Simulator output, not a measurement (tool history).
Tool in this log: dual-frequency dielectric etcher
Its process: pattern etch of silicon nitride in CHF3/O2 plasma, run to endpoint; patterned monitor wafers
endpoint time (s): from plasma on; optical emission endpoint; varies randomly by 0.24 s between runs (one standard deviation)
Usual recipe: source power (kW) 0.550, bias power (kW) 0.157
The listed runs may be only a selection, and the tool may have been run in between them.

| run | hour | source power (kW) | bias power (kW) | incoming incoming film thickness, nm | endpoint time (s) |
|---|---|---|---|---|---|
| 1 | 0.0 | 0.480 | 0.187 | 105.4 | 78.6 |
| 2 | 60.0 | 0.480 | 0.187 | 107.5 | 80.1 |
| 3 | 94.0 | 0.480 | 0.187 | 107.3 | 80.5 |
| 4 | 171.2 | 0.550 | 0.157 | 107.8 | 80.6 |
| 5 | 234.6 | 0.550 | 0.157 | 107.6 | 80.2 |
|  | 276.8 | wet clean of the chamber |
| 6 | 277.3 | 0.550 | 0.157 | 108.7 | 81.0 |
| 7 | 294.9 | 0.550 | 0.157 | 106.5 | 79.4 |
| 8 | 322.8 | 0.610 | 0.157 | 107.4 | 76.0 |
| 9 | 390.4 | 0.610 | 0.157 | 108.6 | 76.6 |
| 10 | 439.3 | 0.610 | 0.157 | 107.5 | 75.9 |
| 11 | 481.9 | 0.550 | 0.157 | 106.8 | 80.2 |
| 12 | 535.9 | 0.550 | 0.157 | 107.5 | 80.0 |
| 13 | 574.0 | 0.470 | 0.157 | 107.3 | 87.4 |
|  | 616.8 | source power generator calibrated |
|  | 628.3 | wet clean of the chamber |
| 14 | 628.8 | 0.470 | 0.157 | 107.8 | 86.0 |
| 15 | 651.2 | 0.550 | 0.157 | 106.2 | 77.5 |
| 16 | 712.2 | 0.550 | 0.157 | 107.4 | 78.6 |
|  | 766.9 | bias power generator calibrated |
| 17 | 775.5 | 0.550 | 0.157 | 107.8 | 78.7 |
| 18 | 843.9 | 0.660 | 0.192 | 107.2 | 66.3 |
| 19 | 876.7 | 0.680 | 0.143 | 107.0 | 72.5 |
| 20 | 916.1 | 0.510 | 0.127 | 107.3 | 88.6 |
| 21 | 969.1 | 0.550 | 0.157 | 106.7 | 77.9 |
|  | 993.4 | wet clean of the chamber |
| 22 | 1027.3 | 0.510 | 0.142 | 105.9 | 83.7 |
|  | 1057.1 | upper electrode replaced |
| 23 | 1058.4 | 0.550 | 0.157 | 106.3 | 78.4 |
| 24 | 1083.4 | 0.550 | 0.157 | 108.7 | 80.0 |
| 25 | 1143.7 | 0.550 | 0.157 | 107.1 | 79.2 |
| 26 | 1201.4 | 0.480 | 0.186 | 106.4 | 79.6 |
| 27 | 1257.4 | 0.550 | 0.157 | 107.5 | 79.2 |
| 28 | 1286.6 | 0.660 | 0.122 | 108.9 | 79.3 |
| 29 | 1322.8 | 0.550 | 0.176 | 108.2 | 76.7 |
|  | 1358.0 | wet clean of the chamber |
| 30 | 1372.5 | 0.410 | 0.137 | 106.6 | 97.9 |
| 31 | 1419.4 | 0.640 | 0.129 | 107.6 | 78.7 |
| 32 | 1470.4 | 0.510 | 0.127 | 107.0 | 88.6 |
| 33 | 1524.2 | 0.550 | 0.181 | 106.4 | 74.7 |
| 34 | 1593.2 | 0.460 | 0.181 | 108.2 | 83.6 |
|  | 1684.4 | wet clean of the chamber |
| 35 | 1684.9 | 0.640 | 0.129 | 105.7 | 77.5 |

Pick out some run-to-run changes in endpoint time (s). Of each, how much would a tool without hidden state show as well, from the settings, what came in and chance, and how much is left for the hidden state and any gauge scatter not in both results compared?
Unlogged tool condition in this case: etch rate over this chamber's usual, %; source power that arrives over what is set, %; bias power that arrives over what is set, %.
Run 12 -> 13: source power (kW) 0.550 -> 0.470. endpoint time (s) +7.4: hidden state +0.2, all else +7.2.
Run 13 -> 14: source power generator calibrated, wet clean of the chamber. endpoint time (s) -1.4: hidden state -1.9, all else +0.5.
Run 19 -> 20: source power (kW) 0.680 -> 0.510, bias power (kW) 0.143 -> 0.127. endpoint time (s) +16.1: hidden state +0.2, all else +15.9.
Run 29 -> 30: source power (kW) 0.550 -> 0.410, bias power (kW) 0.176 -> 0.137, wet clean of the chamber. endpoint time (s) +21.2: hidden state +0.3, all else +20.9.
Run 30 -> 31: source power (kW) 0.410 -> 0.640, bias power (kW) 0.137 -> 0.129. endpoint time (s) -19.2: hidden state -0.1, all else -19.1.
